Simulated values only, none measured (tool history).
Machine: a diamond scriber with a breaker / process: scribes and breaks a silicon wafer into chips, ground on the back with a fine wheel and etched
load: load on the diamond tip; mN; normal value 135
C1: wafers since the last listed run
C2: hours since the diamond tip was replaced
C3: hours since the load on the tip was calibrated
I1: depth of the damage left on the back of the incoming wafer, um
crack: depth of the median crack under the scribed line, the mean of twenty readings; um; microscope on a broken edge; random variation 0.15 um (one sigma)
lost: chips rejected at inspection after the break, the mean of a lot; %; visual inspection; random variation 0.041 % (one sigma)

Run 1, hour 0: usual settings; C1 0; C2 604.7; C3 1457.7; I1 0.48. Result: crack 7.81 um, lost 3.16 %.
Run 2, hour 14.6: usual settings; C1 49; C2 619.3; C3 1472.3; I1 0.67. Result: crack 7.66 um, lost 4.06 %.
Run 3, hour 36.2: usual settings but load 160 mN; C1 73; C2 640.9; C3 1493.9; I1 0.67. Result: crack 8.51 um, lost 0.64 %.
Run 4, hour 52.3: usual settings but load 160 mN; C1 54; C2 657; C3 1510; I1 0.43. Result: crack 8.41 um, lost 0.66 %.
Run 5, hour 65.9: usual settings but load 160 mN; C1 46; C2 670.6; C3 1523.6; I1 0.51. Result: crack 8.28 um, lost 0.75 %.
Run 6, hour 114.6: usual settings but load 109 mN; C1 165; C2 719.3; C3 1572.3; I1 0.34. Result: crack 6.43 um, lost 22.59 %.
Run 7, hour 123.4: usual settings but load 109 mN; C1 29; C2 728.1; C3 1581.1; I1 0.72. Result: crack 6.58 um, lost 18.62 %.
Run 8, hour 132.2: usual settings but load 109 mN; C1 29; C2 736.9; C3 1589.9; I1 0.39. Result: crack 6.44 um, lost 23.75 %.
Run 9, hour 146.4: usual settings; C1 48; C2 751.1; C3 1604.1; I1 0.37. Result: crack 7.27 um, lost 7.27 %.
Run 10, hour 160.5: usual settings; C1 47; C2 765.2; C3 1618.2; I1 0.41. Result: crack 7.32 um, lost 7.54 %.
Run 11, hour 171.1: usual settings; C1 35; C2 775.8; C3 1628.8; I1 0.32. Result: crack 7.18 um, lost 9.44 %.
Run 12, hour 181.8: usual settings; C1 36; C2 786.5; C3 1639.5; I1 0.73. Result: crack 7.03 um, lost 8.72 %.
At hour 194.5: load on the tip recalibrated.
Run 13, hour 195: usual settings; C1 38; C2 799.7; C3 0.5; I1 0.38. Result: crack 6.84 um, lost 10.32 %.
Run 14, hour 208.9: usual settings but load 104 mN; C1 47; C2 813.6; C3 14.4; I1 0.32. Result: crack 5.97 um, lost 32 %.
Run 15, hour 225.6: usual settings but load 104 mN; C1 56; C2 830.3; C3 31.1; I1 0.47. Result: crack 5.91 um, lost 32.26 %.
Run 16, hour 240.8: usual settings but load 104 mN; C1 51; C2 845.5; C3 46.3; I1 0.77. Result: crack 5.99 um, lost 34.81 %.
Run 17, hour 250.9: usual settings but load 164 mN; C1 34; C2 855.6; C3 56.4; I1 0.59. Result: crack 7.77 um, lost 2.54 %.
Run 18, hour 263.3: usual settings but load 164 mN; C1 42; C2 868; C3 68.8; I1 0.31. Result: crack 7.85 um, lost 2.66 %.
Run 19, hour 272.6: usual settings but load 164 mN; C1 31; C2 877.3; C3 78.1; I1 0.78. Result: crack 7.58 um, lost 3 %.
Run 20, hour 283.6: usual settings but load 123 mN; C1 37; C2 888.3; C3 89.1; I1 0.34. Result: crack 6.32 um, lost 22.58 %.
Run 21, hour 300.9: usual settings but load 123 mN; C1 58; C2 905.6; C3 106.4; I1 0.79. Result: crack 6.07 um, lost 23.5 %.
Run 22, hour 313: usual settings but load 109 mN; C1 41; C2 917.7; C3 118.5; I1 0.31. Result: crack 5.79 um, lost 37.22 %.
Run 23, hour 327.1: usual settings; C1 47; C2 931.8; C3 132.6; I1 0.67. Result: crack 6.59 um, lost 18.37 %.
Run 24, hour 337.2: usual settings but load 154 mN; C1 34; C2 941.9; C3 142.7; I1 0.36. Result: crack 7.19 um, lost 8.97 %.
Run 25, hour 352: usual settings but load 104 mN; C1 50; C2 956.7; C3 157.5; I1 0.58. Result: crack 5.77 um, lost 45.82 %.
Run 26, hour 366.6: usual settings but load 117 mN; C1 49; C2 971.3; C3 172.1; I1 0.49. Result: crack 6 um, lost 34.15 %.
At hour 371.1: diamond tip replaced by a new one.
Run 27, hour 378.9: usual settings but load 172 mN; C1 34; C2 7.8; C3 184.4; I1 0.35. Result: crack 9.07 um, lost 3.79 %.
Run 28, hour 388.3: usual settings but load 173 mN; C1 31; C2 17.2; C3 193.8; I1 0.7. Result: crack 8.98 um, lost 3.68 %.
Run 29, hour 395.5: usual settings but load 163 mN; C1 24; C2 24.4; C3 201; I1 0.65. Result: crack 9.06 um, lost 2.32 %.
Run 30, hour 406.7: usual settings but load 120 mN; C1 38; C2 35.6; C3 212.2; I1 0.52. Result: crack 7.59 um, lost 5.82 %.
Run 31, hour 412.8: usual settings but load 122 mN; C1 20; C2 41.7; C3 218.3; I1 0.75. Result: crack 7.41 um, lost 5.21 %.
Run 32, hour 423.8: usual settings; C1 37; C2 52.7; C3 229.3; I1 0.53. Result: crack 7.9 um, lost 1.43 %.
Run 33, hour 429.9: usual settings but load 151 mN; C1 20; C2 58.8; C3 235.4; I1 0.37. Result: crack 8.62 um, lost 0.74 %.
Run 34, hour 437.2: usual settings; C1 24; C2 66.1; C3 242.7; I1 0.54. Result: crack 8.08 um, lost 1.54 %.
Run 35, hour 446.5: usual settings; C1 31; C2 75.4; C3 252; I1 0.65. Result: crack 8.14 um, lost 1.68 %.
Run 36, hour 453: usual settings but load 97 mN; C1 22; C2 81.9; C3 258.5; I1 0.56. Result: crack 6.46 um, lost 20.47 %.
Run 37, hour 462.9: usual settings; C1 33; C2 91.8; C3 268.4; I1 0.68. Result: crack 8 um, lost 1.57 %.
Run 38, hour 478.3: usual settings but load 158 mN; C1 52; C2 107.2; C3 283.8; I1 0.61. Result: crack 8.65 um, lost 1.29 %.
Run 39, hour 493.1: usual settings but load 104 mN; C1 50; C2 122; C3 298.6; I1 0.66. Result: crack 6.73 um, lost 14.91 %.
Run 40, hour 502.8: usual settings; C1 32; C2 131.7; C3 308.3; I1 0.67. Result: crack 7.93 um, lost 1.67 %.
Run 41, hour 516.8: usual settings but load 149 mN; C1 47; C2 145.7; C3 322.3; I1 0.64. Result: crack 8.4 um, lost 0.71 %.
Run 42, hour 522.8: usual settings but load 113 mN; C1 20; C2 151.7; C3 328.3; I1 0.63. Result: crack 7.06 um, lost 9.36 %.

Below are 3 alternative next runs, each starting from the tool's condition after run 42. Predict each:
Run A, hour 523.4: usual settings but load 125 mN; C1 2; C2 152.3; C3 328.9; I1 0.6. Result: crack ?, lost ?.
Run B, hour 523.4: usual settings but load 96 mN; C1 2; C2 152.3; C3 328.9; I1 0.6. Result: crack ?, lost ?.
Run C, hour 523.4: usual settings but load 169 mN; C1 2; C2 152.3; C3 328.9; I1 0.6. Result: crack ?, lost ?.

run  crack   lost
  A   7.56   4.04
  B   6.45  20.33
  C   9.09   2.68
Without the tool's unlogged condition, the same runs would have read:
run  crack   lost
  A      8   1.34
  B   6.83  13.11
  C   9.63    6.5
